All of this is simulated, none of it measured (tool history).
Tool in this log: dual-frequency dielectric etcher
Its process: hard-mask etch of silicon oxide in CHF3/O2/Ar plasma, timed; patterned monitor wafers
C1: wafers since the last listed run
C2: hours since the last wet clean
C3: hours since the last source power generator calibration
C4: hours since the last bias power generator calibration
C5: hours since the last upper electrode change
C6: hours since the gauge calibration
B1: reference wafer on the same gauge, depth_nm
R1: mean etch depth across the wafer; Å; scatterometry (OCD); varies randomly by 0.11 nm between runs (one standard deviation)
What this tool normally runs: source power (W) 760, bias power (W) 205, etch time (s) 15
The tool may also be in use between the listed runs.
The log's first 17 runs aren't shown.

{"hour": 249.9, "done": "gauge calibrated"}
{"run": 18, "hour": 250.5, "source power (W)": 910, "bias power (W)": 205, "etch time (s)": 15, "C1": 108, "C2": 30.6, "C3": 124.4, "C4": 2871, "C5": 4705.9, "C6": 0.6, "B1": 41.99, "R1": 402.8}
{"run": 19, "hour": 263.4, "source power (W)": 810, "bias power (W)": 205, "etch time (s)": 12, "C1": 160, "C2": 43.5, "C3": 137.3, "C4": 2883.9, "C5": 4718.8, "C6": 13.5, "B1": 42.02, "R1": 307}
{"hour": 273.0, "done": "bias power generator calibrated"}
{"run": 20, "hour": 273.5, "source power (W)": 760, "bias power (W)": 205, "etch time (s)": 15, "C1": 76, "C2": 53.6, "C3": 147.4, "C4": 0.5, "C5": 4728.9, "C6": 23.6, "B1": 42, "R1": 373.7}
{"run": 21, "hour": 281.8, "source power (W)": 760, "bias power (W)": 205, "etch time (s)": 14, "C1": 103, "C2": 61.9, "C3": 155.7, "C4": 8.8, "C5": 4737.2, "C6": 31.9, "B1": 42, "R1": 350.7}
{"hour": 307.1, "done": "upper electrode replaced, of another model than before"}
{"run": 22, "hour": 307.6, "source power (W)": 760, "bias power (W)": 205, "etch time (s)": 15, "C1": 22, "C2": 87.7, "C3": 181.5, "C4": 34.6, "C5": 0.5, "C6": 57.7, "B1": 41.98, "R1": 375.3}
{"run": 23, "hour": 342.4, "source power (W)": 700, "bias power (W)": 174, "etch time (s)": 17.5, "C1": 434, "C2": 122.5, "C3": 216.3, "C4": 69.4, "C5": 35.3, "C6": 92.5, "B1": 42.03, "R1": 396.8}
{"run": 24, "hour": 351.0, "source power (W)": 820, "bias power (W)": 250, "etch time (s)": 11, "C1": 107, "C2": 131.1, "C3": 224.9, "C4": 78, "C5": 43.9, "C6": 101.1, "B1": 41.96, "R1": 304.7}
{"run": 25, "hour": 362.8, "source power (W)": 760, "bias power (W)": 173, "etch time (s)": 16.5, "C1": 147, "C2": 142.9, "C3": 236.7, "C4": 89.8, "C5": 55.7, "C6": 112.9, "B1": 41.97, "R1": 396.1}
{"run": 26, "hour": 370.3, "source power (W)": 760, "bias power (W)": 205, "etch time (s)": 16.5, "C1": 93, "C2": 150.4, "C3": 244.2, "C4": 97.3, "C5": 63.2, "C6": 120.4, "B1": 42.04, "R1": 412.8}
{"run": 27, "hour": 386.4, "source power (W)": 820, "bias power (W)": 205, "etch time (s)": 13, "C1": 200, "C2": 166.5, "C3": 260.3, "C4": 113.4, "C5": 79.3, "C6": 136.5, "B1": 42.03, "R1": 341.6}
{"run": 28, "hour": 394.2, "source power (W)": 910, "bias power (W)": 157, "etch time (s)": 18, "C1": 97, "C2": 174.3, "C3": 268.1, "C4": 121.2, "C5": 87.1, "C6": 144.3, "B1": 42, "R1": 475.5}
{"run": 29, "hour": 401.2, "source power (W)": 760, "bias power (W)": 205, "etch time (s)": 15, "C1": 87, "C2": 181.3, "C3": 275.1, "C4": 128.2, "C5": 94.1, "C6": 151.3, "B1": 41.99, "R1": 376.1}
{"run": 30, "hour": 424.9, "source power (W)": 760, "bias power (W)": 255, "etch time (s)": 10.5, "C1": 295, "C2": 205, "C3": 298.8, "C4": 151.9, "C5": 117.8, "C6": 175, "B1": 42.02, "R1": 279.6}
{"run": 31, "hour": 434.4, "source power (W)": 760, "bias power (W)": 205, "etch time (s)": 15, "C1": 118, "C2": 214.5, "C3": 308.3, "C4": 161.4, "C5": 127.3, "C6": 184.5, "B1": 42.04, "R1": 377.4}

What if the next run were any one of these 3? Each begins from the tool's condition after run 31:
{"run": "A", "hour": 434.8, "source power (W)": 760, "bias power (W)": 170, "etch time (s)": 15, "C1": 4, "C2": 214.9, "C3": 308.7, "C4": 161.8, "C5": 127.7, "C6": 184.9, "B1": "?", "R1": "?"}
{"run": "B", "hour": 434.8, "source power (W)": 760, "bias power (W)": 205, "etch time (s)": 17, "C1": 4, "C2": 214.9, "C3": 308.7, "C4": 161.8, "C5": 127.7, "C6": 184.9, "B1": "?", "R1": "?"}
{"run": "C", "hour": 434.8, "source power (W)": 760, "bias power (W)": 169, "etch time (s)": 15, "C1": 4, "C2": 214.9, "C3": 308.7, "C4": 161.8, "C5": 127.7, "C6": 184.9, "B1": "?", "R1": "?"}

run=A B1=42.01 R1=359.6
run=B B1=42.01 R1=427
run=C B1=42.01 R1=359.1
Had the tool no hidden state, the same runs would have come out as:
run=A R1=358.4
run=B R1=425.5
run=C R1=357.9
